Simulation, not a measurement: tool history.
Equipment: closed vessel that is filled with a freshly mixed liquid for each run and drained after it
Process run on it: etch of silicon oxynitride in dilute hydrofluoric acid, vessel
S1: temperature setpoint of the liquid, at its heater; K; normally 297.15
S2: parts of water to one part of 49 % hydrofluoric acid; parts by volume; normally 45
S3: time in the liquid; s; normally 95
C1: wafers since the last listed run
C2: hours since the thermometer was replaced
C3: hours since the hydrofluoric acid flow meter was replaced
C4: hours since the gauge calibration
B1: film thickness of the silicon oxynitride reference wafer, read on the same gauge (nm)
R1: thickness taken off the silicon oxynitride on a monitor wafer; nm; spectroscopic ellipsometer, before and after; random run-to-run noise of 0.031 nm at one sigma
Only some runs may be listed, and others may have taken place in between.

| run | hour | S1 | S2 | S3 | C1 | C2 | C3 | C4 | B1 | R1 |
|---|---|---|---|---|---|---|---|---|---|---|
| 1 | 0.0 | 297.15 | 45 | 95 | 0 | 1574.1 | 1063.7 | 79.1 | 89.99 | 12.45 |
| 2 | 6.9 | 294.15 | 60 | 95 | 476 | 1581.0 | 1070.6 | 86.0 | 89.95 | 7.92 |
| 3 | 13.3 | 297.15 | 45 | 95 | 441 | 1587.4 | 1077.0 | 92.4 | 89.99 | 12.43 |
| 4 | 25.1 | 297.15 | 45 | 95 | 814 | 1599.2 | 1088.8 | 104.2 | 90.03 | 12.35 |
| 5 | 38.2 | 297.15 | 45 | 95 | 904 | 1612.3 | 1101.9 | 117.3 | 90.00 | 12.41 |
|  | 47.8 | gauge calibrated |
| 6 | 50.0 | 295.65 | 45 | 95 | 814 | 1624.1 | 1113.7 | 2.2 | 89.98 | 11.45 |
|  | 55.9 | hydrofluoric acid flow meter replaced |
| 7 | 56.9 | 297.15 | 45 | 50 | 407 | 1631.0 | 1.0 | 9.1 | 89.97 | 5.85 |
|  | 60.9 | thermometer replaced |
| 8 | 69.4 | 297.15 | 45 | 95 | 793 | 8.5 | 13.5 | 21.6 | 89.98 | 11.14 |
| 9 | 81.4 | 299.15 | 50 | 95 | 828 | 20.5 | 25.5 | 33.6 | 90.06 | 11.01 |
| 10 | 92.2 | 297.15 | 30 | 95 | 745 | 31.3 | 36.3 | 44.4 | 90.00 | 16.93 |
| 11 | 107.3 | 301.65 | 40 | 120 | 1042 | 46.4 | 51.4 | 59.5 | 90.01 | 19.75 |
| 12 | 114.4 | 297.15 | 60 | 80 | 490 | 53.5 | 58.5 | 66.6 | 90.03 | 7.00 |
| 13 | 130.8 | 301.15 | 35 | 60 | 1132 | 69.9 | 74.9 | 83.0 | 89.99 | 11.10 |
| 14 | 139.3 | 297.15 | 45 | 45 | 586 | 78.4 | 83.4 | 91.5 | 89.97 | 5.34 |

5 ways to go on from here, each from the tool as it stands after run 14. What would each give?
| A | 140.0 | 292.65 | 45 | 95 | 48 | 79.1 | 84.1 | 92.2 | ? | ? |
| B | 140.0 | 292.65 | 40 | 110 | 48 | 79.1 | 84.1 | 92.2 | ? | ? |
| C | 140.0 | 295.15 | 55 | 130 | 48 | 79.1 | 84.1 | 92.2 | ? | ? |
| D | 140.0 | 298.65 | 60 | 125 | 48 | 79.1 | 84.1 | 92.2 | ? | ? |
| E | 140.0 | 292.15 | 45 | 55 | 48 | 79.1 | 84.1 | 92.2 | ? | ? |

| run | B1 | R1 |
|---|---|---|
| A | 89.98 | 8.98 |
| B | 89.98 | 11.73 |
| C | 89.98 | 11.31 |
| D | 89.98 | 11.78 |
| E | 89.98 | 5.07 |
Without the tool's hidden state the same runs would have given:
| run | R1 |
|---|---|
| A | 8.89 |
| B | 11.61 |
| C | 11.20 |
| D | 11.65 |
| E | 5.02 |
